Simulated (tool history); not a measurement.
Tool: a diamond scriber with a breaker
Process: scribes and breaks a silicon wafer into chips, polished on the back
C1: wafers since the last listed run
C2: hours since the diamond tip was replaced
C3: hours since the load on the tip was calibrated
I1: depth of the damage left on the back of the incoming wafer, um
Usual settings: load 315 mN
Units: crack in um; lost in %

Run 1, day 0: usual settings; C1 0; C2 537.3; C3 281.3; I1 0.04. Result: crack 12.84 um, lost 1.71 %.
Run 2, day 2.7: usual settings but load 386 mN; C1 277; C2 602.1; C3 346.1; I1 0.02. Result: crack 14.39 um, lost 2.14 %.
Run 3, day 3.712: usual settings but load 251 mN; C1 104; C2 626.4; C3 370.4; I1 0.04. Result: crack 10.22 um, lost 8.03 %.
Run 4, day 5.842: usual settings but load 251 mN; C1 218; C2 677.5; C3 421.5; I1 0.04. Result: crack 10.13 um, lost 9.44 %.
At day 7.312: diamond tip replaced by a new one.
Run 5, day 8.033: usual settings; C1 216; C2 17.3; C3 474.1; I1 0.02. Result: crack 13.51 um, lost 1.47 %.
Run 6, day 10.512: usual settings; C1 254; C2 76.8; C3 533.6; I1 0.01. Result: crack 13.55 um, lost 1.48 %.
Run 7, day 11.542: usual settings; C1 105; C2 101.5; C3 558.3; I1 0.02. Result: crack 13.32 um, lost 1.42 %.
Run 8, day 12.758: usual settings; C1 125; C2 130.7; C3 587.5; I1 0.02. Result: crack 13.29 um, lost 1.38 %.
Run 9, day 15.417: usual settings but load 374 mN; C1 273; C2 194.5; C3 651.3; I1 0.04. Result: crack 15.23 um, lost 3.02 %.
Run 10, day 17.083: usual settings but load 374 mN; C1 171; C2 234.5; C3 691.3; I1 0.01. Result: crack 15.03 um, lost 2.8 %.
At day 17.904: load on the tip recalibrated.
Run 11, day 20.071: usual settings; C1 298; C2 306.2; C3 52; I1 0.04. Result: crack 13.04 um, lost 1.46 %.
Run 12, day 21.488: usual settings but load 271 mN; C1 145; C2 340.2; C3 86; I1 0.04. Result: crack 11.63 um, lost 3.6 %.
Run 13, day 24.096: usual settings but load 282 mN; C1 268; C2 402.8; C3 148.6; I1 0.05. Result: crack 11.66 um, lost 3.14 %.
Run 14, day 25.546: usual settings but load 282 mN; C1 149; C2 437.6; C3 183.4; I1 0.03. Result: crack 11.95 um, lost 3.17 %.
Run 15, day 27.383: usual settings but load 270 mN; C1 188; C2 481.7; C3 227.5; I1 0.04. Result: crack 11.28 um, lost 4.45 %.
Run 16, day 28.658: usual settings but load 338 mN; C1 131; C2 512.3; C3 258.1; I1 0.03. Result: crack 13.45 um, lost 1.26 %.
Run 17, day 29.779: usual settings but load 338 mN; C1 115; C2 539.2; C3 285; I1 0.01. Result: crack 13.24 um, lost 1.41 %.
Run 18, day 31.662: usual settings; C1 193; C2 584.4; C3 330.2; I1 0.02. Result: crack 12.52 um, lost 2.08 %.
At day 32.358: diamond tip replaced by a new one.
Run 19, day 32.971: usual settings; C1 125; C2 14.7; C3 361.6; I1 0.02. Result: crack 11.24 um, lost 4.54 %.
Run 20, day 35.104: usual settings; C1 219; C2 65.9; C3 412.8; I1 0.04. Result: crack 11.31 um, lost 4.89 %.
Run 21, day 36.533: usual settings but load 373 mN; C1 146; C2 100.2; C3 447.1; I1 0.04. Result: crack 12.93 um, lost 1.74 %.
Run 22, day 38.929: usual settings but load 222 mN; C1 246; C2 157.7; C3 504.6; I1 0.02. Result: crack 8.37 um, lost 20.47 %.
Run 23, day 40.971: usual settings but load 351 mN; C1 209; C2 206.7; C3 553.6; I1 0.04. Result: crack 12.12 um, lost 2.45 %.
Run 24, day 43.462: usual settings but load 258 mN; C1 256; C2 266.5; C3 613.4; I1 0.02. Result: crack 9.52 um, lost 13.43 %.
Run 25, day 44.867: usual settings; C1 144; C2 300.2; C3 647.1; I1 0.04. Result: crack 11.11 um, lost 5.73 %.
Run 26, day 47.042: usual settings but load 284 mN; C1 223; C2 352.4; C3 699.3; I1 0.04. Result: crack 9.85 um, lost 10.2 %.
At day 47.988: diamond tip replaced by a new one, repeated, since the last time left the tool worse.
Run 27, day 48.883: usual settings; C1 180; C2 21.5; C3 743.5; I1 0.02. Result: crack 13.15 um, lost 1.54 %.
At day 49.621: load on the tip recalibrated.
Run 28, day 51.579: usual settings but load 288 mN; C1 268; C2 86.2; C3 47; I1 0.03. Result: crack 12.15 um, lost 2.32 %.
Run 29, day 54.392: usual settings but load 231 mN; C1 289; C2 153.7; C3 114.5; I1 0.01. Result: crack 10.05 um, lost 8.63 %.
Run 30, day 56.654: usual settings but load 272 mN; C1 232; C2 208; C3 168.8; I1 0.03. Result: crack 11.62 um, lost 3.19 %.
Run 31, day 58.417: usual settings; C1 181; C2 250.3; C3 211.1; I1 0.03. Result: crack 13.02 um, lost 1.7 %.
Run 32, day 60.646: usual settings but load 370 mN; C1 229; C2 303.8; C3 264.6; I1 0.02. Result: crack 14.63 um, lost 2.14 %.
Run 33, day 63.312: usual settings but load 238 mN; C1 274; C2 367.8; C3 328.6; I1 0.01. Result: crack 9.98 um, lost 8.76 %.
Run 34, day 65.133: usual settings but load 242 mN; C1 187; C2 411.5; C3 372.3; I1 0.04. Result: crack 10.23 um, lost 8.7 %.
Run 35, day 67.125: usual settings but load 234 mN; C1 204; C2 459.3; C3 420.1; I1 0.03. Result: crack 9.79 um, lost 10 %.
Run 36, day 70.033: usual settings but load 230 mN; C1 298; C2 529.1; C3 489.9; I1 0.03. Result: crack 9.57 um, lost 13.6 %.
At day 74.358: diamond tip replaced by a new one.
At day 74.742: load on the tip recalibrated.
Run 37, day 75.288: usual settings but load 291 mN; C1 523; C2 22.3; C3 13.1; I1 0.02. Result: crack 12.56 um, lost 1.93 %.
Run 38, day 76.988: usual settings; C1 174; C2 63.1; C3 53.9; I1 0.01. Result: crack 13.47 um, lost 1.5 %.
Run 39, day 79.262: usual settings; C1 233; C2 117.7; C3 108.5; I1 0.03. Result: crack 13.15 um, lost 1.28 %.
Run 40, day 81.704: usual settings; C1 251; C2 176.3; C3 167.1; I1 0.03. Result: crack 13.32 um, lost 1.43 %.

How the hidden state differs across the entries between the runs, from the last listed run before each to the first after it:
Between runs 4 and 5: diamond tip replaced by a new one (day 7.312)
  share of the diamond tip's cutting effectiveness lost through wear, %: 15.2 -> 0.211
  measured less the result without the state, crack: -1.18 -> -0.02 um; lost: +4.82 -> +0 %
Between runs 10 and 11: load on the tip recalibrated (day 17.904)
  share of the diamond tip's cutting effectiveness lost through wear, %: 1.98 -> 3.23
  measured less the result without the state, crack: -0.2 -> -0.29 um; lost: -0.32 -> +0.05 %
Between runs 18 and 19: diamond tip replaced by a new one (day 32.358)
  share of the diamond tip's cutting effectiveness lost through wear, %: 11.3 -> 23.6
  measured less the result without the state, crack: -1.04 -> -2.21 um; lost: +0.64 -> +3.14 %
Between runs 26 and 27: diamond tip replaced by a new one, repeated, since the last time left the tool worse (day 47.988)
  share of the diamond tip's cutting effectiveness lost through wear, %: 27.7 -> 3.38
  measured less the result without the state, crack: -2.37 -> -0.3 um; lost: +8.05 -> +0.06 %
Between runs 27 and 28: load on the tip recalibrated (day 49.621)
  share of the diamond tip's cutting effectiveness lost through wear, %: 3.38 -> 3.61
  measured less the result without the state, crack: -0.3 -> -0.3 um; lost: +0.06 -> +0.41 %
Between runs 36 and 37: diamond tip replaced by a new one (day 74.358); load on the tip recalibrated (day 74.742)
  share of the diamond tip's cutting effectiveness lost through wear, %: 12.4 -> 1.43
  measured less the result without the state, crack: -0.88 -> -0.12 um; lost: +5.21 -> +0.13 %
